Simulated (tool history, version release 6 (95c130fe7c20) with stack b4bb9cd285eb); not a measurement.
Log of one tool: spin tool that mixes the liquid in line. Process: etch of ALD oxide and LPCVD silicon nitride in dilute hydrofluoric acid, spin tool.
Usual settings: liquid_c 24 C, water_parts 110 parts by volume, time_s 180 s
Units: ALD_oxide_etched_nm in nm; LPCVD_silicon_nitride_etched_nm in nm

run	hour	liquid_c	water_parts	time_s	read-back film thickness of the ALD oxide reference wafer, read on the same gauge (nm)	read-back film thickness of the LPCVD silicon nitride reference wafer, read on the same gauge (nm)	ALD_oxide_etched_nm	LPCVD_silicon_nitride_etched_nm
1	0	24	110	180	39.99	100.006	24.72	0.707
2	24.9	24	110	180	40.01	99.968	24.82	0.815
3	79.2	24	80	180	39.98	99.99	35.44	0.997
4	106.9	24	110	180	39.97	99.999	24.55	0.718
5	137	24	110	180	39.99	100	24.46	0.767
6	180.9	24	110	180	40	100.007	24.38	0.715
7	234.9	24	110	180	40.03	100.009	24.47	0.779
8	289.2	24	110	115	39.97	100.007	15.71	0.528
9	321.2	24	110	115	40.03	100.004	15.7	0.425
# hour 332.8: hydrofluoric acid flow meter replaced
10	354.6	24	110	180	40	99.988	26.73	0.797
# hour 378.5: gauge calibrated
11	380.8	24	110	180	40	99.987	26.57	0.838
12	430.9	24	110	180	39.98	99.98	26.55	0.783
13	467.9	20.5	140	70	40.01	100.023	6.86	0.201
14	507.8	25.5	110	80	40.01	99.982	12.41	0.413
15	565.7	19.5	130	100	40	100.021	10.2	0.298
16	652.2	19	110	230	40.01	100.006	27.79	0.739
17	702.5	19.5	125	180	40	100.002	19.17	0.523
18	774.5	24	110	180	40	99.992	26.41	0.902
# hour 812.8: thermometer replaced
19	834.6	27	135	210	40	99.964	26.67	0.978
20	865.7	24	110	180	40.01	99.995	25.84	0.831
21	915	24	95	180	40	100.002	30.54	0.933
22	975.3	24	110	180	40	100.003	25.73	0.863
23	1047.2	24	110	90	39.99	100.013	12.91	0.381
24	1079.3	26	70	245	39.97	100.025	62.33	1.855
25	1113.1	24	110	180	40	100.009	25.81	0.789
26	1167	24	110	180	40.01	100.022	25.61	0.781

Forecast each of these 4 alternatives for the next run:
A	1167.5	24	110	180	?	?	?	?
B	1167.5	28.5	80	115	?	?	?	?
C	1167.5	28.5	80	285	?	?	?	?
D	1167.5	24	90	285	?	?	?	?

run	read-back film thickness of the ALD oxide reference wafer, read on the same gauge (nm)	read-back film thickness of the LPCVD silicon nitride reference wafer, read on the same gauge (nm)	ALD_oxide_etched_nm	LPCVD_silicon_nitride_etched_nm
A	40	99.998	25.86	0.83
B	40	99.998	28.17	0.973
C	40	99.998	69.82	2.412
D	40	99.998	51.34	1.602
Had the tool no hidden state, the same runs would have come out as:
run	ALD_oxide_etched_nm	LPCVD_silicon_nitride_etched_nm
A	26.8	0.849
B	29.18	0.997
C	72.31	2.471
D	53.15	1.64
